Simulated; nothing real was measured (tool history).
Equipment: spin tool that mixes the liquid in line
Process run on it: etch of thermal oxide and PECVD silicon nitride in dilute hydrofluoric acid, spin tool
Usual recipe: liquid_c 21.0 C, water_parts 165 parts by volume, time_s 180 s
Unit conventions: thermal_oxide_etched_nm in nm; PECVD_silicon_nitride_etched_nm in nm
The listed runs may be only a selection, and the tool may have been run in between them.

run	hour	liquid_c	water_parts	time_s	read-back film thickness of the thermal oxide reference wafer, read on the same gauge (nm)	read-back film thickness of the PECVD silicon nitride reference wafer, read on the same gauge (nm)	thermal_oxide_etched_nm	PECVD_silicon_nitride_etched_nm
1	0.0	21.0	165	180	139.361	59.737	4.055	3.532
2	25.9	21.0	165	180	139.511	59.795	4.091	3.442
3	62.3	21.0	165	180	139.697	59.852	4.105	3.518
4	87.8	21.0	165	180	139.832	59.960	4.074	3.488
5	130.3	21.0	165	180	140.103	60.058	4.136	3.513
6	199.7	21.0	220	180	140.475	60.194	2.921	2.703
7	245.6	21.0	220	180	140.750	60.327	2.940	2.697
8	289.3	21.0	220	180	140.967	60.404	2.920	2.660
9	334.2	21.0	165	180	141.246	60.541	4.182	3.524
10	360.4	21.0	165	180	141.399	60.603	4.191	3.533
11	418.6	23.5	215	135	141.719	60.753	2.506	2.384
12	527.2	19.0	130	180	142.320	61.014	5.104	3.935
13	551.3	21.0	165	180	142.469	61.057	4.210	3.604
# hour 572.6: thermometer replaced
14	590.8	21.0	165	180	142.697	61.165	4.197	3.570
15	622.6	21.0	165	270	142.860	61.190	6.344	5.373
# hour 653.2: gauge calibrated
16	654.7	17.0	105	95	140.075	60.024	3.112	2.193
17	710.8	21.0	230	85	140.390	60.153	1.308	1.207
# hour 732.7: hydrofluoric acid flow meter replaced
18	746.1	21.0	165	180	140.590	60.269	4.086	3.484
19	792.2	21.0	165	180	140.848	60.361	4.137	3.587
20	820.2	17.5	195	85	140.989	60.425	1.398	1.113
21	854.3	21.0	220	180	141.202	60.493	2.957	2.686
22	937.4	18.5	115	140	141.658	60.739	4.446	3.292
23	968.9	17.0	165	280	141.833	60.795	5.542	4.262
24	1112.6	21.0	240	180	142.630	61.136	2.686	2.460
25	1139.1	23.0	195	95	142.795	61.222	1.956	1.842

Alternative continuations, all from the tool just after run 25; predict every row:
A	1139.6	21.0	165	180	?	?	?	?
B	1139.6	21.0	125	135	?	?	?	?
C	1139.6	17.0	200	180	?	?	?	?
D	1139.6	21.0	210	180	?	?	?	?

run	read-back film thickness of the thermal oxide reference wafer, read on the same gauge (nm)	read-back film thickness of the PECVD silicon nitride reference wafer, read on the same gauge (nm)	thermal_oxide_etched_nm	PECVD_silicon_nitride_etched_nm
A	142.801	61.167	4.196	3.520
B	142.801	61.167	4.336	3.464
C	142.801	61.167	2.857	2.238
D	142.801	61.167	3.149	2.782
Had the tool no hidden state, the same runs would have come out as:
run	thermal_oxide_etched_nm	PECVD_silicon_nitride_etched_nm
A	4.114	3.452
B	4.252	3.396
C	2.801	2.195
D	3.088	2.727

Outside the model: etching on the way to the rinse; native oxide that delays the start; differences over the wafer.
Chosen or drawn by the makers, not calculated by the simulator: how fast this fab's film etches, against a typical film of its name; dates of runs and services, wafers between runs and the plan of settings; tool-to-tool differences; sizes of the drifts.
